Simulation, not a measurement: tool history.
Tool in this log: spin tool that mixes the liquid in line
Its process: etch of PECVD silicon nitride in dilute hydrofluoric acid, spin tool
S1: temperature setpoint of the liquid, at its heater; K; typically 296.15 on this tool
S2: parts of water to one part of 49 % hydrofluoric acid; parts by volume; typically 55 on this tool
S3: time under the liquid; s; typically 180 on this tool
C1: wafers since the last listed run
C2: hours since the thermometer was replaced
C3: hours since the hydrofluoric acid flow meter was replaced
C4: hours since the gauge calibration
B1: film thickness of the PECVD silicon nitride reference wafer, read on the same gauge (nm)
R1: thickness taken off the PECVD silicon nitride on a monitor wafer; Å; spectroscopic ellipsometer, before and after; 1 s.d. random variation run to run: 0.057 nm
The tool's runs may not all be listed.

| run | hour | S1 | S2 | S3 | C1 | C2 | C3 | C4 | B1 | R1 |
|---|---|---|---|---|---|---|---|---|---|---|
| 1 | 0 | 296.15 | 55 | 180 | 0 | 1320.2 | 488.7 | 60.8 | 100 | 183.9 |
| 2 | 14.2 | 296.15 | 55 | 180 | 86 | 1334.4 | 502.9 | 75 | 100.03 | 183.4 |
| 3 | 27.2 | 296.15 | 55 | 180 | 79 | 1347.4 | 515.9 | 88 | 100.02 | 184.5 |
| 4 | 42 | 296.15 | 55 | 180 | 90 | 1362.2 | 530.7 | 102.8 | 100 | 184.1 |
| 5 | 52 | 293.15 | 55 | 180 | 61 | 1372.2 | 540.7 | 112.8 | 100.01 | 151.2 |
| 6 | 67.4 | 296.15 | 75 | 180 | 94 | 1387.6 | 556.1 | 128.2 | 100.03 | 136.1 |
| 7 | 79.3 | 296.15 | 75 | 180 | 72 | 1399.5 | 568 | 140.1 | 99.93 | 137.4 |
| 8 | 92.9 | 296.15 | 75 | 180 | 83 | 1413.1 | 581.6 | 153.7 | 99.98 | 137.5 |
| 9 | 106.5 | 296.15 | 55 | 180 | 83 | 1426.7 | 595.2 | 167.3 | 100.05 | 185 |
| 10 | 121.7 | 296.15 | 55 | 180 | 92 | 1441.9 | 610.4 | 182.5 | 100.01 | 185.8 |
| 11 | 135.4 | 296.15 | 55 | 180 | 83 | 1455.6 | 624.1 | 196.2 | 100.07 | 185.9 |
| 12 | 146.4 | 296.15 | 55 | 180 | 67 | 1466.6 | 635.1 | 207.2 | 100.05 | 186.1 |
| 13 | 157.6 | 294.65 | 30 | 180 | 68 | 1477.8 | 646.3 | 218.4 | 99.95 | 301.7 |
| 14 | 166.4 | 299.65 | 75 | 180 | 53 | 1486.6 | 655.1 | 227.2 | 100.04 | 172.7 |
| 15 | 176 | 294.65 | 55 | 180 | 58 | 1496.2 | 664.7 | 236.8 | 100 | 168.6 |
| 16 | 185.4 | 296.15 | 55 | 180 | 57 | 1505.6 | 674.1 | 246.2 | 99.99 | 187.3 |
| 17 | 205.1 | 299.65 | 85 | 180 | 120 | 1525.3 | 693.8 | 265.9 | 99.99 | 153.4 |
| 18 | 217.3 | 296.15 | 55 | 180 | 74 | 1537.5 | 706 | 278.1 | 100.02 | 187.7 |
| 19 | 226.4 | 298.15 | 55 | 285 | 55 | 1546.6 | 715.1 | 287.2 | 99.99 | 338.6 |
| 20 | 232.8 | 296.15 | 80 | 180 | 39 | 1553 | 721.5 | 293.6 | 99.98 | 129.9 |

Predict the results of run 21:
|  | 234.8 | gauge calibrated |
|  | 245 | hydrofluoric acid flow meter replaced |
| 21 | 248 | 296.15 | 55 | 180 | 86 | 1568.2 | 3 | 13.2 | ? | ? |

Run 21 came out at B1 99.98, R1 194.1 Å.
Without the tool's hidden state the same run would have given R1 177.2 Å.
